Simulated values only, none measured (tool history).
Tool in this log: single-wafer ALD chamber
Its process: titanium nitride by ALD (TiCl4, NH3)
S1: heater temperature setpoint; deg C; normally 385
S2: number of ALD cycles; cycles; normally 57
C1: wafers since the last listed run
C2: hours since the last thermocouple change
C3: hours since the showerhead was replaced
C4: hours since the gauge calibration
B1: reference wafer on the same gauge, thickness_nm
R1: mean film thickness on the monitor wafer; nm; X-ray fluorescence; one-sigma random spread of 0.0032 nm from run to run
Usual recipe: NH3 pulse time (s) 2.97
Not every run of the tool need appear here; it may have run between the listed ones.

Run 1, hour 0.0: usual settings; C1 0; C2 2441.5; C3 3282.0; C4 73.4; B1 1.441. Result: R1 1.284 nm.
Run 2, hour 13.0: usual settings but S1 382 deg C; C1 35; C2 2454.5; C3 3295.0; C4 86.4; B1 1.439. Result: R1 1.287 nm.
Run 3, hour 28.8: usual settings; C1 43; C2 2470.3; C3 3310.8; C4 102.2; B1 1.439. Result: R1 1.275 nm.
Run 4, hour 37.9: usual settings; C1 24; C2 2479.4; C3 3319.9; C4 111.3; B1 1.439. Result: R1 1.280 nm.
Run 5, hour 51.2: usual settings but S2 59 cycles; C1 36; C2 2492.7; C3 3333.2; C4 124.6; B1 1.439. Result: R1 1.320 nm.
Run 6, hour 58.1: usual settings but S2 59 cycles; C1 18; C2 2499.6; C3 3340.1; C4 131.5; B1 1.438. Result: R1 1.330 nm.
Run 7, hour 72.4: usual settings but S2 61 cycles, NH3 pulse time (s) 3.22; C1 38; C2 2513.9; C3 3354.4; C4 145.8; B1 1.438. Result: R1 1.377 nm.
Run 8, hour 84.0: usual settings but S2 61 cycles, NH3 pulse time (s) 3.22; C1 31; C2 2525.5; C3 3366.0; C4 157.4; B1 1.438. Result: R1 1.378 nm.
Run 9, hour 99.7: usual settings but S2 61 cycles, NH3 pulse time (s) 3.22; C1 42; C2 2541.2; C3 3381.7; C4 173.1; B1 1.437. Result: R1 1.378 nm.
Run 10, hour 110.7: usual settings but NH3 pulse time (s) 2.09; C1 29; C2 2552.2; C3 3392.7; C4 184.1; B1 1.436. Result: R1 1.250 nm.
Run 11, hour 123.8: usual settings but S2 54 cycles; C1 35; C2 2565.3; C3 3405.8; C4 197.2; B1 1.436. Result: R1 1.214 nm.
Run 12, hour 135.2: usual settings but S2 54 cycles; C1 31; C2 2576.7; C3 3417.2; C4 208.6; B1 1.436. Result: R1 1.214 nm.
At hour 155.5: thermocouple changed; heater temperature recalibrated.
Run 13, hour 156.0: usual settings but S1 376 deg C, NH3 pulse time (s) 3.80; C1 34; C2 0.5; C3 3438.0; C4 229.4; B1 1.437. Result: R1 1.286 nm.
Run 14, hour 158.2: usual settings but S1 376 deg C, NH3 pulse time (s) 3.80; C1 5; C2 2.7; C3 3440.2; C4 231.6; B1 1.436. Result: R1 1.284 nm.
Run 15, hour 167.8: usual settings but S1 376 deg C, NH3 pulse time (s) 3.80; C1 26; C2 12.3; C3 3449.8; C4 241.2; B1 1.436. Result: R1 1.292 nm.
Run 16, hour 177.4: usual settings but NH3 pulse time (s) 3.52; C1 26; C2 21.9; C3 3459.4; C4 250.8; B1 1.435. Result: R1 1.292 nm.
At hour 180.3: gauge calibrated.
Run 17, hour 185.0: usual settings but S1 374 deg C, S2 50 cycles, NH3 pulse time (s) 3.67; C1 20; C2 29.5; C3 3467.0; C4 4.7; B1 1.449. Result: R1 1.138 nm.
Run 18, hour 214.1: usual settings but S2 53 cycles, NH3 pulse time (s) 2.30; C1 79; C2 58.6; C3 3496.1; C4 33.8; B1 1.446. Result: R1 1.184 nm.
At hour 238.8: showerhead replaced.
Run 19, hour 239.3: usual settings but NH3 pulse time (s) 3.85; C1 46; C2 83.8; C3 0.5; C4 59.0; B1 1.444. Result: R1 1.297 nm.
Run 20, hour 239.7: usual settings but S1 393 deg C, NH3 pulse time (s) 2.41; C1 1; C2 84.2; C3 0.9; C4 59.4; B1 1.442. Result: R1 1.277 nm.
Run 21, hour 247.7: usual settings but S1 371 deg C, S2 48 cycles, NH3 pulse time (s) 2.47; C1 21; C2 92.2; C3 8.9; C4 67.4; B1 1.442. Result: R1 1.047 nm.
Run 22, hour 256.8: usual settings but S1 394 deg C, S2 67 cycles; C1 24; C2 101.3; C3 18.0; C4 76.5; B1 1.442. Result: R1 1.522 nm.
Run 23, hour 266.3: usual settings but S1 400 deg C, S2 64 cycles, NH3 pulse time (s) 2.36; C1 25; C2 110.8; C3 27.5; C4 86.0; B1 1.441. Result: R1 1.442 nm.
Run 24, hour 277.0: usual settings but S2 53 cycles; C1 29; C2 121.5; C3 38.2; C4 96.7; B1 1.441. Result: R1 1.196 nm.
Run 25, hour 292.8: usual settings but S1 375 deg C, S2 67 cycles, NH3 pulse time (s) 1.99; C1 43; C2 137.3; C3 54.0; C4 112.5; B1 1.440. Result: R1 1.451 nm.
Run 26, hour 306.4: usual settings but S1 377 deg C, NH3 pulse time (s) 3.86; C1 37; C2 150.9; C3 67.6; C4 126.1; B1 1.440. Result: R1 1.294 nm.
Run 27, hour 321.9: usual settings but S1 379 deg C, S2 53 cycles, NH3 pulse time (s) 3.43; C1 42; C2 166.4; C3 83.1; C4 141.6; B1 1.439. Result: R1 1.195 nm.
Run 28, hour 334.8: usual settings but S2 59 cycles; C1 35; C2 179.3; C3 96.0; C4 154.5; B1 1.440. Result: R1 1.322 nm.
Run 29, hour 343.4: usual settings but S2 54 cycles; C1 23; C2 187.9; C3 104.6; C4 163.1; B1 1.439. Result: R1 1.210 nm.
Run 30, hour 355.4: usual settings but S1 399 deg C, S2 62 cycles, NH3 pulse time (s) 2.61; C1 32; C2 199.9; C3 116.6; C4 175.1; B1 1.439. Result: R1 1.401 nm.
Run 31, hour 371.8: usual settings; C1 44; C2 216.3; C3 133.0; C4 191.5; B1 1.437. Result: R1 1.277 nm.
Run 32, hour 388.8: usual settings but NH3 pulse time (s) 2.09; C1 46; C2 233.3; C3 150.0; C4 208.5; B1 1.437. Result: R1 1.255 nm.
Run 33, hour 398.1: usual settings but S1 396 deg C, S2 68 cycles; C1 25; C2 242.6; C3 159.3; C4 217.8; B1 1.437. Result: R1 1.544 nm.

Below are 3 alternative next runs, each starting from the tool's condition after run 33. Predict each:
Run A, hour 398.6: usual settings but S1 375 deg C; C1 1; C2 243.1; C3 159.8; C4 218.3; B1 ?. Result: R1 ?.
Run B, hour 398.6: usual settings but S1 390 deg C, S2 67 cycles; C1 1; C2 243.1; C3 159.8; C4 218.3; B1 ?. Result: R1 ?.
Run C, hour 398.6: usual settings but S1 395 deg C; C1 1; C2 243.1; C3 159.8; C4 218.3; B1 ?. Result: R1 ?.

run     B1     R1
  A  1.437  1.267
  B  1.437  1.507
  C  1.437  1.286
The same runs, with their run-to-run variation unchanged, on a tool lacking any hidden condition would have given:
run     R1
  A  1.278
  B  1.520
  C  1.297

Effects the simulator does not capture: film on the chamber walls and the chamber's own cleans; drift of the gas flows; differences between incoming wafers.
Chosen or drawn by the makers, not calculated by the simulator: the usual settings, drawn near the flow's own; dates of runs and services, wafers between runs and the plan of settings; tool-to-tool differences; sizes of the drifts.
